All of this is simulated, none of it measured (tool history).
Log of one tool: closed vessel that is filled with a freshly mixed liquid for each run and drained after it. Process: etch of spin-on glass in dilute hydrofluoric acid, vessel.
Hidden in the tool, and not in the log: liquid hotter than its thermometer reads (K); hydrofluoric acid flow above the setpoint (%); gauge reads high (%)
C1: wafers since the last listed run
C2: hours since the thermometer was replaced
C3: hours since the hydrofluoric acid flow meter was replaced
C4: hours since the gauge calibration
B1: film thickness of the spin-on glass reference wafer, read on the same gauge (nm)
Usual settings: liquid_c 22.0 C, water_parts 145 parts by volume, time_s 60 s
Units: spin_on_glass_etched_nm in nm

Run 1, hour 0.0: usual settings; C1 0; C2 2445.0; C3 768.3; C4 251.8; B1 129.96. Result: spin_on_glass_etched_nm 17.44 nm.
Run 2, hour 16.7: usual settings; C1 1057; C2 2461.7; C3 785.0; C4 268.5; B1 130.02. Result: spin_on_glass_etched_nm 17.56 nm.
Run 3, hour 24.9: usual settings; C1 519; C2 2469.9; C3 793.2; C4 276.7; B1 130.00. Result: spin_on_glass_etched_nm 17.68 nm.
Run 4, hour 39.1: usual settings; C1 899; C2 2484.1; C3 807.4; C4 290.9; B1 129.99. Result: spin_on_glass_etched_nm 17.78 nm.
Run 5, hour 54.3: usual settings but water_parts 100 parts by volume; C1 962; C2 2499.3; C3 822.6; C4 306.1; B1 130.03. Result: spin_on_glass_etched_nm 26.77 nm.
Run 6, hour 60.5: usual settings; C1 392; C2 2505.5; C3 828.8; C4 312.3; B1 130.01. Result: spin_on_glass_etched_nm 17.67 nm.
Run 7, hour 75.1: usual settings; C1 924; C2 2520.1; C3 843.4; C4 326.9; B1 130.01. Result: spin_on_glass_etched_nm 17.65 nm.
Run 8, hour 82.9: usual settings; C1 494; C2 2527.9; C3 851.2; C4 334.7; B1 130.00. Result: spin_on_glass_etched_nm 17.85 nm.
At hour 84.1: gauge calibrated.
Run 9, hour 91.8: usual settings but time_s 45 s; C1 563; C2 2536.8; C3 860.1; C4 7.7; B1 129.98. Result: spin_on_glass_etched_nm 13.44 nm.
Run 10, hour 106.5: usual settings; C1 931; C2 2551.5; C3 874.8; C4 22.4; B1 130.01. Result: spin_on_glass_etched_nm 17.71 nm.
Run 11, hour 117.7: usual settings but water_parts 170 parts by volume, time_s 30 s; C1 709; C2 2562.7; C3 886.0; C4 33.6; B1 129.99. Result: spin_on_glass_etched_nm 7.49 nm.
Run 12, hour 128.5: usual settings but liquid_c 19.5 C, time_s 30 s; C1 684; C2 2573.5; C3 896.8; C4 44.4; B1 130.00. Result: spin_on_glass_etched_nm 8.01 nm.

Run 13 comes next. What will it give?
At hour 144.1: hydrofluoric acid flow meter replaced.
Run 13, hour 144.5: usual settings; C1 950; C2 2589.5; C3 0.4; C4 60.4; B1 ?. Result: spin_on_glass_etched_nm ?.

{"run 13": {"B1": 130.03, "spin_on_glass_etched_nm": 15.7}}
Without the tool's hidden state the same run would have given spin_on_glass_etched_nm 15.46 nm.
